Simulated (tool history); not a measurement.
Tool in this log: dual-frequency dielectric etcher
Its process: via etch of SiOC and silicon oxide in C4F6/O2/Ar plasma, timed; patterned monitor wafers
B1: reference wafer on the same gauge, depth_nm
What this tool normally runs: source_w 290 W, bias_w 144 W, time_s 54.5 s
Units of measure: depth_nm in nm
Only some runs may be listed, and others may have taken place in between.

run 1 hour=0.0 | source_w=290 bias_w=144 time_s=54.5 | B1=38.5 | depth_nm=49.9
run 2 hour=15.9 | source_w=340 bias_w=144 time_s=48.0 | B1=38.5 | depth_nm=45.3
run 3 hour=22.9 | source_w=340 bias_w=144 time_s=48.0 | B1=38.5 | depth_nm=45.4
run 4 hour=36.0 | source_w=340 bias_w=144 time_s=48.0 | B1=38.5 | depth_nm=45.5
run 5 hour=44.6 | source_w=290 bias_w=144 time_s=54.5 | B1=38.5 | depth_nm=49.8
run 6 hour=59.2 | source_w=290 bias_w=144 time_s=54.5 | B1=38.5 | depth_nm=50.0
-- hour=59.9 gauge calibrated
run 7 hour=69.2 | source_w=290 bias_w=144 time_s=54.5 | B1=38.5 | depth_nm=50.2
-- hour=77.9 bias power generator calibrated
run 8 hour=81.8 | source_w=290 bias_w=167 time_s=54.5 | B1=38.5 | depth_nm=52.1
-- hour=107.5 source power generator calibrated
-- hour=113.2 upper electrode replaced
-- hour=117.9 wet clean of the chamber
run 9 hour=118.4 | source_w=290 bias_w=112 time_s=54.5 | B1=38.5 | depth_nm=44.8
run 10 hour=119.9 | source_w=290 bias_w=144 time_s=54.5 | B1=38.5 | depth_nm=47.5
run 11 hour=127.8 | source_w=290 bias_w=165 time_s=54.5 | B1=38.5 | depth_nm=49.2
run 12 hour=135.8 | source_w=290 bias_w=165 time_s=54.5 | B1=38.5 | depth_nm=49.2
run 13 hour=142.0 | source_w=340 bias_w=144 time_s=48.0 | B1=38.5 | depth_nm=43.4
run 14 hour=154.0 | source_w=240 bias_w=144 time_s=54.5 | B1=38.5 | depth_nm=46.0
run 15 hour=166.4 | source_w=220 bias_w=175 time_s=71.0 | B1=38.5 | depth_nm=62.2
run 16 hour=177.1 | source_w=250 bias_w=144 time_s=54.5 | B1=38.5 | depth_nm=46.5
run 17 hour=186.4 | source_w=290 bias_w=122 time_s=54.5 | B1=38.5 | depth_nm=46.0

4 ways to go on from here, each from the tool as it stands after run 17. What would each give?
run A hour=186.8 | source_w=290 bias_w=144 time_s=43.0 | B1=? | depth_nm=?
run B hour=186.8 | source_w=290 bias_w=134 time_s=63.5 | B1=? | depth_nm=?
run C hour=186.8 | source_w=290 bias_w=144 time_s=47.5 | B1=? | depth_nm=?
run D hour=186.8 | source_w=360 bias_w=144 time_s=61.0 | B1=? | depth_nm=?

run=A B1=38.5 depth_nm=37.7
run=B B1=38.5 depth_nm=54.7
run=C B1=38.5 depth_nm=41.6
run=D B1=38.5 depth_nm=55.9
With the hidden condition removed and each run's random variation left untouched, the same runs would have given:
run=A depth_nm=37.6
run=B depth_nm=54.6
run=C depth_nm=41.6
run=D depth_nm=55.8
